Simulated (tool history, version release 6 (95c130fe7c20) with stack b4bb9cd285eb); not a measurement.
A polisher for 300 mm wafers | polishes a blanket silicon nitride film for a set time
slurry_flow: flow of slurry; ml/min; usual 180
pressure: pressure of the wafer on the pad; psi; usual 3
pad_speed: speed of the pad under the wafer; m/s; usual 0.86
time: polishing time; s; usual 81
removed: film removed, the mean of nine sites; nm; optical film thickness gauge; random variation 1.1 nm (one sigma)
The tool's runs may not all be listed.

run	hour	slurry_flow	pressure	pad_speed	time	incoming thickness of the incoming film, nm	removed
1	0	180	3	0.86	81	479.3	105.1
2	19.5	180	3	0.86	81	481.4	105.3
3	103.2	180	3	0.86	81	483.9	106.9
4	115.9	180	3.6	0.86	81	483.8	127.6
5	131.8	180	3.6	0.86	81	469.3	128.6
6	144.9	180	3	0.86	81	478.5	105.4
7	157.1	180	3	0.86	81	481.3	107.9
# hour 160.4: slurry nozzle cleaned
# hour 162.9: worn pad replaced by a new one
8	171.1	180	3	0.78	81	483.9	100.2
# hour 177.4: head pressure recalibrated
9	193.3	140	3.6	0.86	63	485.6	86
10	215.2	215	3	0.86	81	473.4	99
11	246.8	180	3	0.78	81	474.2	90.8
12	259.9	140	3.6	0.86	63	489.1	86.5
13	279.9	145	3.9	0.78	90	491.2	127.9
14	315.3	240	3.8	0.86	72	477.4	117
# hour 335.7: worn pad replaced by a new one
15	341.2	180	2.7	1	81	473.4	101.6
16	370.8	235	3	1.02	81	472	119.2

Forecast each of these 5 alternatives for the next run:
A	371.3	180	3.4	0.86	81	478.7	?
B	371.3	180	3.4	0.78	81	478.7	?
C	371.3	180	3	0.86	72	478.7	?
D	371.3	240	3.7	0.66	81	478.7	?
E	371.3	145	3.8	0.7	102	478.7	?

run	removed
A	114.5
B	105.9
C	89.8
D	104.5
E	132.1
Without the tool's hidden state the same runs would have given:
run	removed
A	108.4
B	100.3
C	85
D	98.9
E	125.1

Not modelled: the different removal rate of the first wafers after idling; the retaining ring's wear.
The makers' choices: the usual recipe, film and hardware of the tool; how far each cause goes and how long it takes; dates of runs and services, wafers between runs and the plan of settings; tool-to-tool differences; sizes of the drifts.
